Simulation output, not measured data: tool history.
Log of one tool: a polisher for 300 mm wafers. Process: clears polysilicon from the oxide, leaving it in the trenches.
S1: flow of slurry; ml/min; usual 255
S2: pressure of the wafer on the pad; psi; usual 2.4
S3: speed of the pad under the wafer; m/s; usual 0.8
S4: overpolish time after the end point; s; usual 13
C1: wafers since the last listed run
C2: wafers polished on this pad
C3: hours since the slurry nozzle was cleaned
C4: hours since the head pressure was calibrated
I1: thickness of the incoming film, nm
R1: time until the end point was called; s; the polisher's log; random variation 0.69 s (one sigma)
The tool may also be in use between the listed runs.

run 1 hour=0 | S1=320 S2=2.4 S3=0.8 S4=19 | C1=0 C2=548 C3=247.7 C4=36.9 | I1=661.1 | R1=62.9
run 2 hour=23.8 | S1=320 S2=2.4 S3=0.8 S4=19 | C1=123 C2=672 C3=271.5 C4=60.7 | I1=660.4 | R1=63.6
-- hour=34.3 slurry nozzle cleaned
run 3 hour=38.1 | S1=255 S2=2 S3=0.8 S4=16 | C1=68 C2=741 C3=3.8 C4=75 | I1=679.4 | R1=80.1
-- hour=50.3 worn pad replaced by a new one
run 4 hour=70.4 | S1=255 S2=2.4 S3=0.8 S4=13 | C1=146 C2=104 C3=36.1 C4=107.3 | I1=671.2 | R1=66.2
run 5 hour=87.4 | S1=255 S2=2.4 S3=0.8 S4=13 | C1=88 C2=192 C3=53.1 C4=124.3 | I1=663.1 | R1=63.8
run 6 hour=119.8 | S1=255 S2=2.4 S3=0.8 S4=13 | C1=168 C2=360 C3=85.5 C4=156.7 | I1=663.5 | R1=65.3
run 7 hour=144.4 | S1=255 S2=2.4 S3=0.8 S4=13 | C1=127 C2=487 C3=110.1 C4=181.3 | I1=669 | R1=64.7
run 8 hour=165.6 | S1=255 S2=2.4 S3=0.62 S4=13 | C1=109 C2=597 C3=131.3 C4=202.5 | I1=675.5 | R1=84.4
run 9 hour=182.9 | S1=255 S2=2.4 S3=0.62 S4=13 | C1=89 C2=687 C3=148.6 C4=219.8 | I1=661.7 | R1=83.2
-- hour=202.1 worn pad replaced by a new one
run 10 hour=213.5 | S1=255 S2=2.4 S3=0.8 S4=13 | C1=137 C2=59 C3=179.2 C4=250.4 | I1=672.3 | R1=66
run 11 hour=236.9 | S1=255 S2=2.4 S3=0.8 S4=13 | C1=121 C2=180 C3=202.6 C4=273.8 | I1=666 | R1=66.6
run 12 hour=271.2 | S1=255 S2=2.4 S3=0.8 S4=13 | C1=177 C2=358 C3=236.9 C4=308.1 | I1=668.3 | R1=64.4
-- hour=332 worn pad replaced by a new one
-- hour=340.1 head pressure recalibrated
run 13 hour=342.1 | S1=255 S2=2.7 S3=0.8 S4=10 | C1=336 C2=41 C3=307.8 C4=2 | I1=672.5 | R1=58.9
run 14 hour=368.3 | S1=255 S2=2.4 S3=0.8 S4=13 | C1=135 C2=177 C3=334 C4=28.2 | I1=669.8 | R1=65.6
-- hour=380.6 slurry nozzle cleaned
run 15 hour=395.1 | S1=255 S2=2.8 S3=0.94 S4=17 | C1=133 C2=311 C3=14.5 C4=55 | I1=667.8 | R1=47.9
run 16 hour=413.1 | S1=330 S2=3 S3=1.04 S4=8 | C1=93 C2=405 C3=32.5 C4=73 | I1=677.6 | R1=40.4
run 17 hour=437.8 | S1=225 S2=2.4 S3=0.8 S4=7 | C1=128 C2=533 C3=57.2 C4=97.7 | I1=666.1 | R1=66.3
-- hour=465.3 worn pad replaced by a new one
run 18 hour=471.4 | S1=325 S2=2.4 S3=0.96 S4=13 | C1=153 C2=31 C3=90.8 C4=131.3 | I1=666.1 | R1=53.8
run 19 hour=489.7 | S1=330 S2=1.6 S3=1 S4=13 | C1=94 C2=126 C3=109.1 C4=149.6 | I1=658.6 | R1=75.6
run 20 hour=503.7 | S1=255 S2=2.4 S3=0.8 S4=20 | C1=72 C2=199 C3=123.1 C4=163.6 | I1=682.2 | R1=66.1
run 21 hour=527.8 | S1=195 S2=2.4 S3=0.8 S4=13 | C1=125 C2=324 C3=147.2 C4=187.7 | I1=681.2 | R1=69.1
run 22 hour=583 | S1=325 S2=2.4 S3=0.96 S4=13 | C1=286 C2=610 C3=202.4 C4=242.9 | I1=662.4 | R1=52.9
-- hour=599 worn pad replaced by a new one
run 23 hour=599.5 | S1=255 S2=2.4 S3=0.8 S4=13 | C1=64 C2=2 C3=218.9 C4=259.4 | I1=671 | R1=66.6
run 24 hour=622 | S1=170 S2=2.7 S3=0.8 S4=13 | C1=116 C2=119 C3=241.4 C4=281.9 | I1=673.1 | R1=62.3
run 25 hour=645.6 | S1=255 S2=2.4 S3=0.8 S4=16 | C1=122 C2=241 C3=265 C4=305.5 | I1=678.9 | R1=65.3
run 26 hour=673.7 | S1=225 S2=2.7 S3=1 S4=19 | C1=145 C2=387 C3=293.1 C4=333.6 | I1=668.3 | R1=47.1
-- hour=701.5 slurry nozzle cleaned
run 27 hour=702.3 | S1=255 S2=2.4 S3=0.8 S4=13 | C1=143 C2=530 C3=0.8 C4=362.2 | I1=667.4 | R1=65.6

What the log doesn't show, run by run:
removal rate lost through wear of the pad, %: 0 in every run
slurry flow missing at the pad, %: 0 in every run
deviation of the head's pressure from its setpoint, %: 0 in every run
